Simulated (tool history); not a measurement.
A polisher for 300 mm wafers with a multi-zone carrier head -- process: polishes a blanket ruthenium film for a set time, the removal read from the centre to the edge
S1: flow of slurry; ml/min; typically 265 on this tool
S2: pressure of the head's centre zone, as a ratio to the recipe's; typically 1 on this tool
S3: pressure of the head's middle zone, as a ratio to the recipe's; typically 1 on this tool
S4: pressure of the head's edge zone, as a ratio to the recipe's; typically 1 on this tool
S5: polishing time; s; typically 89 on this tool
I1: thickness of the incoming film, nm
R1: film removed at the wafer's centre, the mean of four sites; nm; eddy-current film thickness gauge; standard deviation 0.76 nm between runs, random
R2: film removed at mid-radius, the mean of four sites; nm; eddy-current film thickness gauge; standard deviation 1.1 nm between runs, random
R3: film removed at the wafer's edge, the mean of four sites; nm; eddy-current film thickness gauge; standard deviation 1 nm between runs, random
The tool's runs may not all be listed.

{"run": 1, "hour": 0.0, "S1": 265, "S2": 1, "S3": 1, "S4": 1, "S5": 89, "I1": 349.2, "R1": 70.7, "R2": 70.6, "R3": 72.2}
{"run": 2, "hour": 7.8, "S1": 265, "S2": 1, "S3": 1, "S4": 1, "S5": 89, "I1": 348.7, "R1": 70.6, "R2": 73.6, "R3": 73}
{"hour": 36.1, "done": "worn pad replaced by a new one"}
{"run": 3, "hour": 55.4, "S1": 265, "S2": 1, "S3": 1, "S4": 1, "S5": 89, "I1": 349.3, "R1": 71, "R2": 72.3, "R3": 74}
{"run": 4, "hour": 67.8, "S1": 265, "S2": 1, "S3": 1, "S4": 1, "S5": 89, "I1": 355.7, "R1": 71.9, "R2": 69.6, "R3": 70.7}
{"run": 5, "hour": 82.1, "S1": 265, "S2": 1, "S3": 1, "S4": 1.03, "S5": 113, "I1": 349.7, "R1": 89.1, "R2": 88.6, "R3": 92.8}
{"hour": 102.4, "done": "worn pad replaced by a new one"}
{"run": 6, "hour": 102.9, "S1": 265, "S2": 1, "S3": 1, "S4": 1.03, "S5": 113, "I1": 350.3, "R1": 89.6, "R2": 88.8, "R3": 91.8}
{"run": 7, "hour": 113.2, "S1": 265, "S2": 1, "S3": 1.08, "S4": 1, "S5": 89, "I1": 348.3, "R1": 70.2, "R2": 76.3, "R3": 74.2}
{"run": 8, "hour": 119.6, "S1": 265, "S2": 1, "S3": 1.08, "S4": 1, "S5": 89, "I1": 350.1, "R1": 69.5, "R2": 74.2, "R3": 71.4}
{"run": 9, "hour": 132.7, "S1": 265, "S2": 1, "S3": 1, "S4": 1, "S5": 89, "I1": 350.4, "R1": 71.3, "R2": 70.6, "R3": 71.1}
{"run": 10, "hour": 146.3, "S1": 265, "S2": 1, "S3": 1, "S4": 1, "S5": 89, "I1": 349.2, "R1": 69.7, "R2": 69.2, "R3": 72.2}
{"hour": 161.2, "done": "carrier head's membrane replaced by a new one"}
{"run": 11, "hour": 161.7, "S1": 265, "S2": 1, "S3": 1, "S4": 1, "S5": 89, "I1": 343.2, "R1": 68.9, "R2": 70.9, "R3": 71.4}
{"hour": 178.0, "done": "worn pad replaced by a new one"}
{"hour": 178.1, "done": "slurry nozzle cleaned"}
{"run": 12, "hour": 199.7, "S1": 265, "S2": 0.93, "S3": 0.95, "S4": 1.1, "S5": 89, "I1": 344.9, "R1": 70.9, "R2": 71.2, "R3": 78.6}
{"hour": 205.8, "done": "edge zone pressure recalibrated"}
{"run": 13, "hour": 213.6, "S1": 265, "S2": 1, "S3": 1, "S4": 1, "S5": 89, "I1": 349.3, "R1": 74.3, "R2": 75.3, "R3": 75.7}
{"run": 14, "hour": 220.5, "S1": 265, "S2": 1, "S3": 1, "S4": 1, "S5": 89, "I1": 345.6, "R1": 74, "R2": 73.4, "R3": 74.8}
{"run": 15, "hour": 233.0, "S1": 265, "S2": 1.09, "S3": 1, "S4": 1, "S5": 89, "I1": 348.8, "R1": 81.7, "R2": 74.1, "R3": 74.3}
{"hour": 241.8, "done": "worn pad replaced by a new one"}
{"run": 16, "hour": 246.9, "S1": 265, "S2": 1, "S3": 1, "S4": 1, "S5": 89, "I1": 353.9, "R1": 74.2, "R2": 74.4, "R3": 74.4}

Forecast run 17:
{"run": 17, "hour": 253.2, "S1": 210, "S2": 0.89, "S3": 1, "S4": 1, "S5": 99, "I1": 347.4, "R1": "?", "R2": "?", "R3": "?"}

R1: 71 nm
R2: 80.8 nm
R3: 80.1 nm
Had the tool carried no hidden state, the very same run would have given R1 72.4 nm, R2 82.2 nm, R3 81.1 nm.

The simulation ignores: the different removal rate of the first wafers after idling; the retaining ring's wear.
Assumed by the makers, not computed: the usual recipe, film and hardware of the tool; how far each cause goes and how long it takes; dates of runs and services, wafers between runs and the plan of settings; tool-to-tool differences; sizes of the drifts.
